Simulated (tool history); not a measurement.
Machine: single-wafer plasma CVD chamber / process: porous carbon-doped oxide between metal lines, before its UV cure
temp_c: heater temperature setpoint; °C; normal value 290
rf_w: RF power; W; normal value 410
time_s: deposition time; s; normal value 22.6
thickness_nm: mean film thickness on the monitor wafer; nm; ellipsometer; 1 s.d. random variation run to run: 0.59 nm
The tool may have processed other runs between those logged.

run     day  temp_c  rf_w  time_s  read-back reference wafer on the same gauge, thickness_nm  thickness_nm
  1   0.000     290   410    22.6                                                    133.945       121.408
  2   2.233     290   410    22.6                                                    134.072       121.406
  3   5.058     290   410    22.6                                                    133.933       121.130
  4   6.312     290   410    22.6                                                    134.019       121.320
      7.121  -- RF generator calibrated
  5   8.942     290   465    22.6                                                    133.997       139.590
  6  11.942     290   465    22.6                                                    134.024       139.827
  7  14.542     290   465    22.6                                                    134.031       139.080
  8  16.658     297   410    22.6                                                    133.953       119.075
     17.000  -- gauge calibrated
  9  18.942     297   410    22.6                                                    133.994       117.933
 10  20.067     297   410    22.6                                                    134.068       117.530

Estimate the outcome of run 11 from the log above:
     21.425  -- thermocouple changed; heater temperature recalibrated
 11  21.642     277   410    22.6                                                          ?             ?

read-back reference wafer on the same gauge, thickness_nm: 133.924
thickness_nm: 133.007 nm
On a tool with no hidden condition, and with the same random variation, this run would have come out at thickness_nm 137.308 nm.
